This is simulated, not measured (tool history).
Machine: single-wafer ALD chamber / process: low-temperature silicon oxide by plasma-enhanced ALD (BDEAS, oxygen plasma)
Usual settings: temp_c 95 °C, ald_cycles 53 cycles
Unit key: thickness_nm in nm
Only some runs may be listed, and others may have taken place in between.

| run | hour | temp_c | ald_cycles | wafers since the last listed run | hours since the last thermocouple change | hours since the gauge calibration | read-back reference wafer on the same gauge, thickness_nm | thickness_nm |
|---|---|---|---|---|---|---|---|---|
| 1 | 0.0 | 95 | 53 | 0 | 2071.8 | 64.8 | 9.581 | 8.197 |
| 2 | 12.4 | 95 | 53 | 62 | 2084.2 | 77.2 | 9.570 | 8.168 |
| 3 | 25.5 | 95 | 46 | 66 | 2097.3 | 90.3 | 9.570 | 7.050 |
| 4 | 40.4 | 95 | 46 | 75 | 2112.2 | 105.2 | 9.569 | 7.077 |
| 5 | 51.3 | 95 | 53 | 55 | 2123.1 | 116.1 | 9.559 | 8.193 |
| 6 | 64.9 | 95 | 53 | 68 | 2136.7 | 129.7 | 9.560 | 8.150 |
| 7 | 81.1 | 95 | 53 | 81 | 2152.9 | 145.9 | 9.554 | 8.104 |
| 8 | 96.6 | 84 | 53 | 78 | 2168.4 | 161.4 | 9.552 | 8.499 |
| 9 | 108.3 | 84 | 53 | 59 | 2180.1 | 173.1 | 9.543 | 8.443 |
| 10 | 139.9 | 95 | 53 | 159 | 2211.7 | 204.7 | 9.543 | 8.141 |
| 11 | 146.3 | 95 | 53 | 32 | 2218.1 | 211.1 | 9.547 | 8.106 |
|  | 147.2 | gauge calibrated |
| 12 | 154.1 | 95 | 58 | 39 | 2225.9 | 6.9 | 9.610 | 8.995 |
| 13 | 166.0 | 90 | 53 | 60 | 2237.8 | 18.8 | 9.596 | 8.315 |
| 14 | 177.2 | 104 | 61 | 56 | 2249.0 | 30.0 | 9.594 | 9.183 |
|  | 193.5 | thermocouple changed; heater temperature recalibrated |
| 15 | 194.0 | 108 | 46 | 44 | 0.5 | 46.8 | 9.579 | 6.896 |
| 16 | 202.1 | 95 | 53 | 40 | 8.6 | 54.9 | 9.581 | 8.139 |
| 17 | 231.3 | 85 | 43 | 147 | 37.8 | 84.1 | 9.564 | 6.873 |
| 18 | 246.0 | 88 | 47 | 74 | 52.5 | 98.8 | 9.553 | 7.403 |
| 19 | 253.6 | 87 | 44 | 38 | 60.1 | 106.4 | 9.550 | 6.980 |
| 20 | 266.0 | 89 | 56 | 62 | 72.5 | 118.8 | 9.545 | 8.782 |
| 21 | 283.9 | 84 | 53 | 90 | 90.4 | 136.7 | 9.538 | 8.466 |
| 22 | 298.2 | 95 | 53 | 72 | 104.7 | 151.0 | 9.533 | 8.123 |
| 23 | 307.7 | 87 | 44 | 48 | 114.2 | 160.5 | 9.542 | 6.945 |
| 24 | 317.9 | 95 | 61 | 51 | 124.4 | 170.7 | 9.545 | 9.371 |

5 options for the next run, each taken on its own from the tool as it stands now. Forecast them:
| A | 318.4 | 95 | 53 | 2 | 124.9 | 171.2 | ? | ? |
| B | 318.4 | 87 | 47 | 2 | 124.9 | 171.2 | ? | ? |
| C | 318.4 | 99 | 53 | 2 | 124.9 | 171.2 | ? | ? |
| D | 318.4 | 99 | 59 | 2 | 124.9 | 171.2 | ? | ? |
| E | 318.4 | 83 | 45 | 2 | 124.9 | 171.2 | ? | ? |

| run | read-back reference wafer on the same gauge, thickness_nm | thickness_nm |
|---|---|---|
| A | 9.539 | 8.149 |
| B | 9.539 | 7.443 |
| C | 9.539 | 8.027 |
| D | 9.539 | 8.936 |
| E | 9.539 | 7.230 |
Without the tool's hidden state the same runs would have given:
| run | thickness_nm |
|---|---|
| A | 8.218 |
| B | 7.506 |
| C | 8.095 |
| D | 9.011 |
| E | 7.291 |
